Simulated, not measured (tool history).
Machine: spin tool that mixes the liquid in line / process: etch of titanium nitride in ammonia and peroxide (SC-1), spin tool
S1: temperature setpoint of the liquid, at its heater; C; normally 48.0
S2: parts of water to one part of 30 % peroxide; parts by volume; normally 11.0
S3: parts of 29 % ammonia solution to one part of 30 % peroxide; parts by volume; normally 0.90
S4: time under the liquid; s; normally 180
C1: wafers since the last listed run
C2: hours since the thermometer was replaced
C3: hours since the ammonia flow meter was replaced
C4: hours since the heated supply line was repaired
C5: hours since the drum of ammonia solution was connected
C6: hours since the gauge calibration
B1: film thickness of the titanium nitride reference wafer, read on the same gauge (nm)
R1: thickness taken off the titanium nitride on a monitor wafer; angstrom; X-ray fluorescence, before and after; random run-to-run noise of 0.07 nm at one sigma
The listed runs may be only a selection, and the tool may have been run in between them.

run    hour    S1    S2    S3   S4    C1      C2      C3      C4     C5      C6      B1     R1
  1     0.0  43.0  15.0  0.90  180     0  2329.5  1061.5  2719.9  316.6   351.0  149.98   47.1
  2    29.2  43.0  15.0  0.90  180   206  2358.7  1090.7  2749.1  345.8   380.2  150.01   47.1
  3    82.0  43.0  15.0  0.90  180   373  2411.5  1143.5  2801.9  398.6   433.0  149.96   46.3
  4   109.0  48.0  11.0  0.90  180   191  2438.5  1170.5  2828.9  425.6   460.0  149.97   78.9
  5   172.2  48.0  11.0  0.90  180   447  2501.7  1233.7  2892.1  488.8   523.2  149.97   78.4
  6   222.3  48.0  11.0  0.90  180   354  2551.8  1283.8  2942.2  538.9   573.3  150.01   77.1
      232.5  -- ammonia flow meter replaced
      245.0  -- heated supply line repaired
  7   258.5  48.0  11.0  0.90  180   242  2588.0    26.0    13.5  575.1   609.5  150.03   89.0
      299.9  -- new drum of ammonia solution connected
  8   387.2  48.0  11.0  0.90  180   903  2716.7   154.7   142.2   87.3   738.2  149.97   86.8
  9   457.0  48.0  16.5  0.90  180   493  2786.5   224.5   212.0  157.1   808.0  150.02   71.7
      471.8  -- thermometer replaced
 10   525.8  48.0  11.0  0.90  180   479    54.0   293.3   280.8  225.9   876.8  149.99   97.3
 11   573.1  48.0  11.0  0.90  180   334   101.3   340.6   328.1  273.2   924.1  149.98   96.6
 12   625.9  48.0  11.0  1.05  215   373   154.1   393.4   380.9  326.0   976.9  150.05  118.8
 13   682.3  48.0  11.0  0.90  180   399   210.5   449.8   437.3  382.4  1033.3  149.98   96.2
 14   728.4  48.0  13.0  0.90  215   326   256.6   495.9   483.4  428.5  1079.4  149.95  106.9
      739.3  -- gauge calibrated
 15   758.7  48.0  11.0  0.90  180   214   286.9   526.2   513.7  458.8    19.4  150.01   96.1
 16   798.6  48.0  16.0  0.45  180   282   326.8   566.1   553.6  498.7    59.3  150.02   69.7
 17   859.2  57.5  14.0  0.90  285   428   387.4   626.7   614.2  559.3   119.9  150.02  253.4
 18   885.4  44.5   9.0  1.20  245   185   413.6   652.9   640.4  585.5   146.1  149.99  115.4
      911.9  -- new drum of ammonia solution connected
 19   930.2  48.0  11.0  0.90  180   309   458.4   697.7   685.2   18.3   190.9  150.05   94.6
 20   994.9  45.5  11.0  0.90  115   457   523.1   762.4   749.9   83.0   255.6  150.01   49.9
 21  1042.8  56.5  13.0  1.10  225   338   571.0   810.3   797.8  130.9   303.5  150.00  201.0
 22  1110.8  48.0  11.0  0.90  180   481   639.0   878.3   865.8  198.9   371.5  149.98   92.5
 23  1178.9  48.0  11.0  0.90  180   481   707.1   946.4   933.9  267.0   439.6  149.96   91.8
 24  1207.5  45.0  11.0  0.50  115   202   735.7   975.0   962.5  295.6   468.2  149.98   42.8
 25  1367.0  48.0  11.0  0.45  180  1128   895.2  1134.5  1122.0  455.1   627.7  150.01   80.4

Take each entry between the runs: how does the hidden state at the last listed run before it differ from the hidden state at the first listed run after it?
Between runs 6 and 7: ammonia flow meter replaced (hour 232.5); heated supply line repaired (hour 245.0)
  liquid colder than its thermometer reads (K): 1.62 -> 1.64; temperature lost on the way to the wafer (K): 2 -> 0.134
  measured result minus the result with no hidden state, R1: -22.7 -> -11.9 angstrom
Between runs 7 and 8: new drum of ammonia solution connected (hour 299.9)
  liquid colder than its thermometer reads (K): 1.64 -> 1.71; temperature lost on the way to the wafer (K): 0.134 -> 0.215
  measured result minus the result with no hidden state, R1: -11.9 -> -12.7 angstrom
Between runs 9 and 10: thermometer replaced (hour 471.8)
  liquid colder than its thermometer reads (K): 1.75 -> 0.125; temperature lost on the way to the wafer (K): 0.259 -> 0.302
  measured result minus the result with no hidden state, R1: -11.0 -> -3.0 angstrom
Between runs 14 and 15: gauge calibrated (hour 739.3)
  liquid colder than its thermometer reads (K): 0.24 -> 0.257; temperature lost on the way to the wafer (K): 0.429 -> 0.448
  measured result minus the result with no hidden state, R1: -5.2 -> -4.9 angstrom
Between runs 18 and 19: new drum of ammonia solution connected (hour 911.9)
  liquid colder than its thermometer reads (K): 0.329 -> 0.354; temperature lost on the way to the wafer (K): 0.527 -> 0.555
  measured result minus the result with no hidden state, R1: -7.4 -> -6.2 angstrom
